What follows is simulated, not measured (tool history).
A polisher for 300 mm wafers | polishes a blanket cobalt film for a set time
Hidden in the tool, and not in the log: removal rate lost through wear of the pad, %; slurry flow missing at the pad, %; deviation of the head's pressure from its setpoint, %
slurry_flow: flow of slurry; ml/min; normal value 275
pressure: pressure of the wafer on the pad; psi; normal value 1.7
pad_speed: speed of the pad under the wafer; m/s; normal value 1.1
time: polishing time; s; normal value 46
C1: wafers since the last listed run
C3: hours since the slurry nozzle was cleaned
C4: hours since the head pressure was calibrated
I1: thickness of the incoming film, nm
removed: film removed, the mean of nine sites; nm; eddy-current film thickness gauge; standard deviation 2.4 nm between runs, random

Run 1, hour 0: usual settings; C1 0; wafers polished on this pad 1629; C3 39.6; C4 295; I1 611.5. Result: removed 250.7 nm.
Run 2, hour 36.1: usual settings; C1 333; wafers polished on this pad 1962; C3 75.7; C4 331.1; I1 607.4. Result: removed 246.4 nm.
Run 3, hour 61.5: usual settings; C1 234; wafers polished on this pad 2196; C3 101.1; C4 356.5; I1 606.2. Result: removed 243.6 nm.
Run 4, hour 122.6: usual settings; C1 563; wafers polished on this pad 2760; C3 162.2; C4 417.6; I1 622.6. Result: removed 242.9 nm.
At hour 165: head pressure recalibrated.
Run 5, hour 172.7: usual settings; C1 443; wafers polished on this pad 3204; C3 212.3; C4 7.7; I1 613.8. Result: removed 242.8 nm.
Run 6, hour 243: usual settings; C1 648; wafers polished on this pad 3853; C3 282.6; C4 78; I1 597.9. Result: removed 236.5 nm.
Run 7, hour 283.8: usual settings; C1 376; wafers polished on this pad 4229; C3 323.4; C4 118.8; I1 617.2. Result: removed 236.9 nm.
Run 8, hour 329.6: usual settings but slurry_flow 325 ml/min; C1 422; wafers polished on this pad 4652; C3 369.2; C4 164.6; I1 605.7. Result: removed 232.5 nm.
At hour 336.5: worn pad replaced by a new one.
At hour 348.7: slurry nozzle cleaned.
Run 9, hour 401.9: usual settings; C1 620; wafers polished on this pad 594; C3 53.2; C4 236.9; I1 601.6. Result: removed 254.1 nm.
Run 10, hour 455.7: usual settings; C1 496; wafers polished on this pad 1090; C3 107; C4 290.7; I1 612.8. Result: removed 248.2 nm.
Run 11, hour 502: usual settings; C1 427; wafers polished on this pad 1518; C3 153.3; C4 337; I1 598.4. Result: removed 256.3 nm.
Run 12, hour 539.3: usual settings; C1 344; wafers polished on this pad 1862; C3 190.6; C4 374.3; I1 602.3. Result: removed 248.4 nm.
Run 13, hour 577.4: usual settings but slurry_flow 300 ml/min, pressure 1.4 psi, pad_speed 1.46 m/s, time 31 s; C1 351; wafers polished on this pad 2213; C3 228.7; C4 412.4; I1 611.1. Result: removed 183.6 nm.
At hour 591.9: head pressure recalibrated.
Run 14, hour 612.3: usual settings but slurry_flow 195 ml/min; C1 303; wafers polished on this pad 2517; C3 263.6; C4 20.4; I1 620.5. Result: removed 237.3 nm.
Run 15, hour 645.2: usual settings but slurry_flow 355 ml/min, pad_speed 0.8 m/s; C1 303; wafers polished on this pad 2820; C3 296.5; C4 53.3; I1 610.9. Result: removed 178.3 nm.
Run 16, hour 679.2: usual settings but slurry_flow 205 ml/min, pressure 1.3 psi, pad_speed 0.74 m/s, time 37 s; C1 313; wafers polished on this pad 3134; C3 330.5; C4 87.3; I1 609.9. Result: removed 97.3 nm.
Run 17, hour 715.2: usual settings but time 56 s; C1 332; wafers polished on this pad 3466; C3 366.5; C4 123.3; I1 605.3. Result: removed 293 nm.
At hour 740.1: slurry nozzle cleaned.
Run 18, hour 744.1: usual settings but pad_speed 0.82 m/s, time 35 s; C1 257; wafers polished on this pad 3724; C3 4; C4 152.2; I1 610.9. Result: removed 135.5 nm.
At hour 751: worn pad replaced by a new one.
Run 19, hour 793.2: usual settings but pad_speed 0.94 m/s; C1 416; wafers polished on this pad 388; C3 53.1; C4 201.3; I1 602.2. Result: removed 211.4 nm.
Run 20, hour 841.4: usual settings but pad_speed 0.8 m/s; C1 444; wafers polished on this pad 833; C3 101.3; C4 249.5; I1 620.1. Result: removed 181 nm.
Run 21, hour 902.6: usual settings; C1 564; wafers polished on this pad 1398; C3 162.5; C4 310.7; I1 618.6. Result: removed 245.4 nm.
Run 22, hour 958: usual settings but time 58 s; C1 511; wafers polished on this pad 1909; C3 217.9; C4 366.1; I1 611.7. Result: removed 307.4 nm.
Run 23, hour 984.2: usual settings; C1 241; wafers polished on this pad 2151; C3 244.1; C4 392.3; I1 616.4. Result: removed 244.3 nm.
Run 24, hour 1013.9: usual settings; C1 274; wafers polished on this pad 2425; C3 273.8; C4 422; I1 616.5. Result: removed 245.4 nm.
At hour 1052.8: head pressure recalibrated.
Run 25, hour 1077.3: usual settings but pressure 1.2 psi, pad_speed 1.38 m/s, time 40 s; C1 566; wafers polished on this pad 2991; C3 337.2; C4 24.5; I1 608.5. Result: removed 188.2 nm.
Run 26, hour 1126.3: usual settings; C1 452; wafers polished on this pad 3443; C3 386.2; C4 73.5; I1 604.5. Result: removed 239.5 nm.
At hour 1144.6: slurry nozzle cleaned.
Run 27, hour 1180.9: usual settings but pad_speed 0.96 m/s; C1 494; wafers polished on this pad 3938; C3 36.3; C4 128.1; I1 620.5. Result: removed 202.6 nm.
Run 28, hour 1207.9: usual settings but pad_speed 1.32 m/s, time 62 s; C1 249; wafers polished on this pad 4187; C3 63.3; C4 155.1; I1 619.8. Result: removed 384.7 nm.
Run 29, hour 1241: usual settings but pressure 2 psi; C1 305; wafers polished on this pad 4492; C3 96.4; C4 188.2; I1 610.2. Result: removed 272.3 nm.
At hour 1246.5: worn pad replaced by a new one.
Run 30, hour 1418.6: usual settings but time 57 s; C1 1601; wafers polished on this pad 1587; C3 274; C4 365.8; I1 621.7. Result: removed 302.1 nm.
At hour 1484.9: head pressure recalibrated.
Run 31, hour 1485.4: usual settings but pad_speed 1.46 m/s, time 55 s; C1 597; wafers polished on this pad 2185; C3 340.8; C4 0.5; I1 610.8. Result: removed 388.3 nm.
Run 32, hour 1512.4: usual settings but pad_speed 1.2 m/s; C1 249; wafers polished on this pad 2434; C3 367.8; C4 27.5; I1 612.3. Result: removed 263.2 nm.
Run 33, hour 1538: usual settings; C1 236; wafers polished on this pad 2671; C3 393.4; C4 53.1; I1 610.9. Result: removed 241.8 nm.
At hour 1554.5: slurry nozzle cleaned.
Run 34, hour 1577.1: usual settings but slurry_flow 235 ml/min; C1 351; wafers polished on this pad 3022; C3 22.6; C4 92.2; I1 614.7. Result: removed 238.4 nm.
Run 35, hour 1641.3: usual settings but pad_speed 1.32 m/s, time 60 s; C1 592; wafers polished on this pad 3615; C3 86.8; C4 156.4; I1 607.5. Result: removed 367.6 nm.
Run 36, hour 1667.1: usual settings but slurry_flow 370 ml/min, pressure 2 psi, pad_speed 1.46 m/s, time 55 s; C1 238; wafers polished on this pad 3853; C3 112.6; C4 182.2; I1 615.4. Result: removed 453.4 nm.

Table of differences, measured result less the result of that run with no hidden state. Run-to-run variation is the same in both. Gauge scatter possibly is not:
run  removed
  1     -4.1
  2     -5.2
  3       -6
  4     -8.6
  5    -11.4
  6    -15.6
  7    -18.7
  8    -22.3
  9     -0.4
 10     -1.1
 11     -2.2
 12     -3.3
 13     -3.4
 14     -5.9
 15     -5.5
 16     -3.8
 17      -14
 18     -7.5
 19       -2
 20       -2
 21       -4
 22       -7
 23     -6.5
 24     -7.8
 25     -8.3
 26    -13.5
 27    -14.5
 28    -31.1
 29    -25.2
 30     -7.7
 31    -13.4
 32    -10.3
 33    -10.7
 34    -12.5
 35    -25.4
 36    -34.8
